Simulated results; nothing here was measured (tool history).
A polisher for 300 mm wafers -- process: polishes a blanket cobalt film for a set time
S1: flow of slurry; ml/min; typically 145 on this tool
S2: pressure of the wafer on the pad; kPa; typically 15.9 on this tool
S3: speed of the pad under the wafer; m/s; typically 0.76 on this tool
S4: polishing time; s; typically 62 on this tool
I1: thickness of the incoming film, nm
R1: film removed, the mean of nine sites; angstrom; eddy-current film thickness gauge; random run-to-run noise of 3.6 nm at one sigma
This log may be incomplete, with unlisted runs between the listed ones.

run    hour   S1    S2    S3  S4     I1    R1
  1     0.0  145  15.9  0.76  62  795.5  2597
  2    29.9  145  15.9  0.76  62  788.3  2598
  3    61.2  145  15.9  0.76  62  784.7  2584
  4    83.5  145  15.9  0.76  62  792.6  2628
  5   103.6  145  15.9  0.76  62  792.2  2606
  6   124.6  145  15.9  0.76  62  796.9  2587
  7   144.0  145  15.9  0.76  62  786.7  2537
  8   170.0  145  15.9  0.76  62  793.6  2574
  9   188.8  145  15.9  0.76  62  797.4  2564
 10   217.2  145  15.9  0.76  62  794.7  2549
      238.7  -- worn pad replaced by a new one
 11   251.8  145  15.9  0.96  74  783.5  3795
      267.6  -- slurry nozzle cleaned
 12   330.3  145  15.9  0.96  74  785.8  3883
 13   357.8  145  15.9  0.76  62  787.3  2598
 14   445.8  145  15.9  0.76  62  789.9  2547
      518.1  -- worn pad replaced by a new one
 15   518.6  110  19.3  0.94  48  804.6  2589
 16   533.1  180  15.9  0.76  62  801.5  2748
 17   561.7  145  21.4  0.76  62  794.2  3177
 18   589.7  145  15.9  0.76  62  783.5  2599
 19   609.1  145  15.9  0.84  77  786.0  3537
 20   630.8  125  15.9  0.86  62  796.4  2825
 21   643.7  110  19.3  0.94  48  792.1  2584
 22   665.4  145  13.1  0.76  82  779.5  3139
      676.9  -- head pressure recalibrated
 23   678.0  145  15.9  0.76  62  799.5  2572
      703.5  -- slurry nozzle cleaned
 24   709.1  165  13.1  0.86  62  781.9  2641
 25   769.2  125  15.9  0.76  80  794.0  3245
      774.6  -- worn pad replaced by a new one
 26   801.7  115  11.7  0.54  81  790.9  1998
 27   888.1  145  13.8  0.84  62  791.6  2630
 28   903.4  100  11.7  0.68  73  791.2  2123
 29   918.2  145  15.9  0.76  62  788.3  2542
 30   935.9  145  15.9  0.76  62  804.9  2568
 31   955.4  175  11.0  0.58  50  799.7  1371
 32   983.3  110  13.1  0.90  50  788.9  2064
 33   999.9  145  15.9  0.96  62  782.8  3181
 34  1016.2  145  15.9  0.76  50  781.9  2095
     1039.5  -- worn pad replaced by a new one
 35  1043.2  145  11.7  0.58  81  795.2  2255
 36  1074.9  145  15.9  0.76  62  796.5  2579
 37  1098.8  125  13.1  0.76  73  772.3  2693
     1100.7  -- slurry nozzle cleaned
 38  1129.3  145  11.7  0.58  81  802.1  2176

Each row is a separate what-if for the run after 38, all from the same tool condition, not one after another. Results?
  A  1129.8  145  15.9  0.76  62  792.1   ?
  B  1129.8  165  11.0  0.58  53  792.1   ?
  C  1129.8  115  15.9  0.76  62  792.1   ?

run    R1
  A  2599
  B  1437
  C  2471
Take away the tool's hidden state, keep each run's random variation, and the runs would have read:
run    R1
  A  2599
  B  1437
  C  2471
